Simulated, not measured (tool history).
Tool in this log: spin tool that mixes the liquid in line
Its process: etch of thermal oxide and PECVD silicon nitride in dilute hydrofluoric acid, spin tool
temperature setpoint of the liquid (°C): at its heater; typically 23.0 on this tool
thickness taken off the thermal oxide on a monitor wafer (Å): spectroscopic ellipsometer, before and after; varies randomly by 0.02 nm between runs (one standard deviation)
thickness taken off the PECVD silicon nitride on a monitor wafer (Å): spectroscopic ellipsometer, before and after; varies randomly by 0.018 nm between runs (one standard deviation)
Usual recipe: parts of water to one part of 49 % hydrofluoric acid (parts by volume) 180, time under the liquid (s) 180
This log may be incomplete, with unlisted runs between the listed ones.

| run | day | temperature setpoint of the liquid (°C) | parts of water to one part of 49 % hydrofluoric acid (parts by volume) | time under the liquid (s) | read-back film thickness of the thermal oxide reference wafer, read on the same gauge (nm) | read-back film thickness of the PECVD silicon nitride reference wafer, read on the same gauge (nm) | thickness taken off the thermal oxide on a monitor wafer (Å) | thickness taken off the PECVD silicon nitride on a monitor wafer (Å) |
|---|---|---|---|---|---|---|---|---|
| 1 | 0.000 | 23.0 | 180 | 180 | 60.018 | 140.007 | 47.83 | 34.42 |
| 2 | 0.408 | 23.0 | 180 | 180 | 59.988 | 140.032 | 48.23 | 34.23 |
| 3 | 1.038 | 23.0 | 180 | 180 | 59.961 | 140.023 | 48.13 | 34.73 |
| 4 | 1.292 | 23.0 | 180 | 180 | 60.023 | 139.997 | 48.28 | 34.46 |
| 5 | 2.012 | 23.0 | 180 | 180 | 59.999 | 139.995 | 48.16 | 34.57 |
| 6 | 3.133 | 25.5 | 180 | 180 | 59.994 | 139.991 | 52.99 | 40.31 |
| 7 | 3.508 | 25.5 | 180 | 180 | 60.029 | 139.981 | 44.80 | 35.32 |
| 8 | 4.921 | 20.0 | 125 | 240 | 59.998 | 139.981 | 73.71 | 46.93 |
| 9 | 5.575 | 23.0 | 180 | 180 | 59.994 | 139.973 | 40.49 | 29.75 |
| 10 | 6.038 | 27.5 | 140 | 150 | 60.004 | 139.981 | 54.24 | 42.97 |
| 11 | 6.396 | 23.0 | 180 | 235 | 60.033 | 140.003 | 53.62 | 39.19 |
| 12 | 6.650 | 26.0 | 230 | 220 | 59.988 | 139.989 | 41.62 | 34.88 |
| 13 | 6.938 | 23.0 | 95 | 95 | 60.009 | 139.981 | 45.40 | 29.97 |
| 14 | 7.492 | 18.5 | 145 | 180 | 60.005 | 139.995 | 44.58 | 27.39 |
| 15 | 8.083 | 23.0 | 180 | 180 | 60.017 | 139.989 | 40.90 | 30.04 |
| 16 | 8.562 | 25.0 | 95 | 95 | 60.039 | 139.999 | 48.94 | 34.39 |
| 17 | 9.212 | 23.0 | 180 | 180 | 59.993 | 140.029 | 41.51 | 30.22 |
| 18 | 9.642 | 25.5 | 180 | 90 | 59.962 | 140.002 | 22.72 | 17.82 |
| 19 | 9.938 | 23.0 | 180 | 180 | 60.027 | 140.011 | 41.05 | 30.19 |
| 20 | 10.438 | 23.0 | 235 | 80 | 60.019 | 139.998 | 13.16 | 10.27 |
| 21 | 10.708 | 23.0 | 105 | 280 | 60.001 | 140.007 | 118.92 | 80.39 |
| 22 | 10.958 | 26.0 | 180 | 220 | 59.962 | 139.999 | 56.25 | 44.42 |
| 23 | 11.421 | 23.0 | 95 | 180 | 60.008 | 139.962 | 85.82 | 56.51 |
| 24 | 12.054 | 25.0 | 180 | 255 | 60.013 | 140.013 | 63.40 | 48.51 |
| 25 | 12.658 | 23.0 | 180 | 180 | 60.008 | 140.016 | 41.05 | 30.31 |

Not shown: 4 entries that the log had between the listed runs. Between which runs, and how does the tool's hidden state differ before and after?
Run 2 -> run 3: gauge calibrated (day 0.792)
  both runs share identical hidden conditions
  what was measured, less what the result would be without the hidden state, thickness taken off the thermal oxide on a monitor wafer (Å): +7.51 -> +7.51; thickness taken off the PECVD silicon nitride on a monitor wafer (Å): +4.50 -> +4.58
Run 6 -> run 7: hydrofluoric acid flow meter replaced, repeated, since the last time left the tool worse (day 3.208)
  hydrofluoric acid flow above the setpoint (%): 15.6 -> 0.459
  what was measured, less what the result would be without the hidden state, thickness taken off the thermal oxide on a monitor wafer (Å): +8.41 -> +0.25; thickness taken off the PECVD silicon nitride on a monitor wafer (Å): +5.42 -> +0.16
Run 7 -> run 8: thermometer replaced (day 4.458)
  hydrofluoric acid flow above the setpoint (%): 0.459 -> 0.571
  what was measured, less what the result would be without the hidden state, thickness taken off the thermal oxide on a monitor wafer (Å): +0.25 -> +0.48; thickness taken off the PECVD silicon nitride on a monitor wafer (Å): +0.16 -> +0.26
Run 23 -> run 24: gauge calibrated (day 11.546)
  hydrofluoric acid flow above the setpoint (%): 1.09 -> 1.14
  what was measured, less what the result would be without the hidden state, thickness taken off the thermal oxide on a monitor wafer (Å): +1.03 -> +0.86; thickness taken off the PECVD silicon nitride on a monitor wafer (Å): +0.60 -> +0.54

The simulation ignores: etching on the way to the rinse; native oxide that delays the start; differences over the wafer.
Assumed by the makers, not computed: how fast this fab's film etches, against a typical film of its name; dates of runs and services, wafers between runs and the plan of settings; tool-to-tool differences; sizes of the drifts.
